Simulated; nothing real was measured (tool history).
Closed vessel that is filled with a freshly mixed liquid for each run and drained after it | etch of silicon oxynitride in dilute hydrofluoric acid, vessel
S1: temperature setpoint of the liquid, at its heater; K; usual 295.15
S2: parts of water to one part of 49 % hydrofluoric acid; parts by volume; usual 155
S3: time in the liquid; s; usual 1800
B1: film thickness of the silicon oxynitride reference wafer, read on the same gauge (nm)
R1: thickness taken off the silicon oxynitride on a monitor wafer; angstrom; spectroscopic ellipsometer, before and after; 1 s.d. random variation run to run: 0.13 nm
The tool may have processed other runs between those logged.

run 1 hour=0 | S1=295.15 S2=95 S3=1800 | B1=120.01 | R1=417.3
run 2 hour=7.7 | S1=295.15 S2=155 S3=1800 | B1=120.01 | R1=245.5
run 3 hour=23.4 | S1=295.15 S2=155 S3=1800 | B1=120 | R1=245.2
run 4 hour=41.1 | S1=295.15 S2=155 S3=1800 | B1=120.01 | R1=243
run 5 hour=50.4 | S1=295.15 S2=180 S3=1800 | B1=119.99 | R1=207
run 6 hour=68.4 | S1=295.15 S2=215 S3=1800 | B1=120.01 | R1=168.6
run 7 hour=75.9 | S1=295.15 S2=155 S3=1800 | B1=120.01 | R1=245.5
-- hour=79.5 thermometer replaced
run 8 hour=93 | S1=295.15 S2=130 S3=1800 | B1=120.01 | R1=277.5
run 9 hour=110.1 | S1=295.15 S2=130 S3=1800 | B1=120.02 | R1=274.6
run 10 hour=122.9 | S1=295.15 S2=155 S3=1800 | B1=120.01 | R1=225.4
run 11 hour=136.3 | S1=295.15 S2=155 S3=1800 | B1=119.99 | R1=226.4
run 12 hour=153.9 | S1=295.15 S2=155 S3=1800 | B1=119.99 | R1=225.4
run 13 hour=168.6 | S1=295.15 S2=195 S3=1800 | B1=119.99 | R1=173.7
run 14 hour=178.8 | S1=299.65 S2=120 S3=1185 | B1=120 | R1=245.2
-- hour=197.8 gauge calibrated
run 15 hour=213.3 | S1=293.15 S2=155 S3=1800 | B1=120.01 | R1=207.8
-- hour=214.9 hydrofluoric acid flow meter replaced
run 16 hour=229.6 | S1=297.15 S2=115 S3=1800 | B1=119.98 | R1=350.1
run 17 hour=246.7 | S1=297.65 S2=155 S3=1800 | B1=119.99 | R1=256
run 18 hour=259 | S1=295.15 S2=155 S3=1260 | B1=120 | R1=159.3
run 19 hour=272 | S1=295.15 S2=155 S3=1800 | B1=120 | R1=228.1
run 20 hour=283.8 | S1=295.15 S2=195 S3=1800 | B1=120.03 | R1=178.8
run 21 hour=297.4 | S1=295.15 S2=115 S3=1800 | B1=120.02 | R1=318.8
run 22 hour=333.5 | S1=291.65 S2=80 S3=820 | B1=120.01 | R1=181.5
run 23 hour=342.9 | S1=297.15 S2=155 S3=1800 | B1=120.01 | R1=251.2
run 24 hour=353.5 | S1=295.15 S2=155 S3=1390 | B1=120.02 | R1=178.1
run 25 hour=369.5 | S1=295.15 S2=155 S3=1800 | B1=120 | R1=228.7
run 26 hour=376.2 | S1=293.15 S2=125 S3=1000 | B1=120 | R1=148.6
run 27 hour=393.1 | S1=291.65 S2=155 S3=1800 | B1=120 | R1=197.8
run 28 hour=402.2 | S1=295.15 S2=180 S3=2845 | B1=119.98 | R1=306.2
run 29 hour=415.5 | S1=295.15 S2=225 S3=1800 | B1=119.98 | R1=150.3
run 30 hour=423.3 | S1=295.15 S2=215 S3=1305 | B1=120 | R1=115.1
run 31 hour=440.5 | S1=295.15 S2=200 S3=2605 | B1=120 | R1=252.4
run 32 hour=457.2 | S1=295.15 S2=155 S3=1800 | B1=120 | R1=229.9
run 33 hour=469.7 | S1=299.65 S2=155 S3=1800 | B1=119.99 | R1=282.6

Each row is a separate what-if for the run after 33, all from the same tool condition, not one after another. Results?
run A hour=470.9 | S1=295.15 S2=155 S3=1800 | B1=? | R1=?
run B hour=470.9 | S1=296.65 S2=190 S3=2140 | B1=? | R1=?
run C hour=470.9 | S1=295.15 S2=205 S3=1800 | B1=? | R1=?
run D hour=470.9 | S1=295.15 S2=155 S3=760 | B1=? | R1=?

run=A B1=119.98 R1=231.4
run=B B1=119.98 R1=233.9
run=C B1=119.98 R1=168.6
run=D B1=119.98 R1=97.7
Stripped of hidden state, with their random variation kept, the same runs would have yielded:
run=A R1=221.1
run=B R1=223.8
run=C R1=161.3
run=D R1=93.4

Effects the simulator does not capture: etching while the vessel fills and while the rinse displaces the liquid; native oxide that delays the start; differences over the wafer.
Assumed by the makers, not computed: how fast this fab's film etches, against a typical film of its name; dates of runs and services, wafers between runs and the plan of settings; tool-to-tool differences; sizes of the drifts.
